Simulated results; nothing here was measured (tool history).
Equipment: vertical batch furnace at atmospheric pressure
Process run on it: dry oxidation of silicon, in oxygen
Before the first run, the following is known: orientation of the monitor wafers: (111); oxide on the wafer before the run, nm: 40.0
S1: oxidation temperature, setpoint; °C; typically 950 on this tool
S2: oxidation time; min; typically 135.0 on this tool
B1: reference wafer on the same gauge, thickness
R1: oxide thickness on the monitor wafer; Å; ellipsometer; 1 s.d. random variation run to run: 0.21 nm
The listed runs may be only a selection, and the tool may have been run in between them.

| run | hour | S1 | S2 | B1 | R1 |
|---|---|---|---|---|---|
| 1 | 0.0 | 950 | 161.0 | 75.13 | 920.5 |
| 2 | 63.3 | 950 | 161.0 | 75.14 | 920.0 |
| 3 | 99.4 | 950 | 161.0 | 75.13 | 925.1 |
| 4 | 204.4 | 950 | 135.0 | 75.09 | 847.8 |
| 5 | 279.7 | 950 | 135.0 | 75.06 | 849.9 |
| 6 | 358.3 | 950 | 135.0 | 75.14 | 847.6 |
| 7 | 398.8 | 950 | 135.0 | 75.12 | 850.6 |
| 8 | 446.3 | 950 | 135.0 | 75.08 | 851.9 |
| 9 | 548.0 | 950 | 135.0 | 75.06 | 850.2 |
| 10 | 636.8 | 950 | 135.0 | 74.99 | 850.6 |
| 11 | 739.4 | 950 | 135.0 | 75.06 | 852.2 |
| 12 | 814.8 | 936 | 135.0 | 75.01 | 787.6 |
| 13 | 900.9 | 936 | 135.0 | 75.11 | 790.6 |
| 14 | 952.6 | 963 | 69.5 | 75.09 | 679.5 |
| 15 | 1035.8 | 950 | 135.0 | 75.10 | 857.4 |
|  | 1103.7 | thermocouples replaced and temperature profile calibrated |
| 16 | 1120.9 | 950 | 135.0 | 75.09 | 836.2 |
|  | 1163.7 | gauge calibrated |
| 17 | 1180.6 | 964 | 82.0 | 75.11 | 716.5 |
| 18 | 1237.1 | 972 | 135.0 | 75.14 | 941.7 |
| 19 | 1273.9 | 933 | 186.0 | 75.15 | 891.4 |
| 20 | 1349.0 | 956 | 114.5 | 75.07 | 803.1 |
| 21 | 1387.7 | 969 | 135.0 | 75.13 | 932.4 |
|  | 1415.3 | boat lift adjusted |
| 22 | 1442.2 | 934 | 135.0 | 75.05 | 786.8 |
| 23 | 1504.9 | 950 | 135.0 | 75.10 | 857.5 |
| 24 | 1605.0 | 950 | 106.0 | 75.07 | 763.5 |
| 25 | 1654.4 | 950 | 135.0 | 75.15 | 855.7 |
| 26 | 1691.5 | 950 | 135.0 | 75.11 | 860.6 |
| 27 | 1774.1 | 959 | 135.0 | 75.01 | 900.1 |

5 ways to go on from here, each from the tool as it stands after run 27. What would each give?
| A | 1780.6 | 929 | 135.0 | ? | ? |
| B | 1780.6 | 936 | 73.0 | ? | ? |
| C | 1780.6 | 958 | 192.5 | ? | ? |
| D | 1780.6 | 959 | 201.0 | ? | ? |
| E | 1780.6 | 942 | 202.0 | ? | ? |

| run | B1 | R1 |
|---|---|---|
| A | 75.11 | 766.0 |
| B | 75.11 | 613.5 |
| C | 75.11 | 1073.6 |
| D | 75.11 | 1104.4 |
| E | 75.11 | 1003.4 |
With no hidden state in the tool, these same runs would have given:
| run | R1 |
|---|---|
| A | 765.1 |
| B | 613.0 |
| C | 1072.4 |
| D | 1103.2 |
| E | 1002.3 |
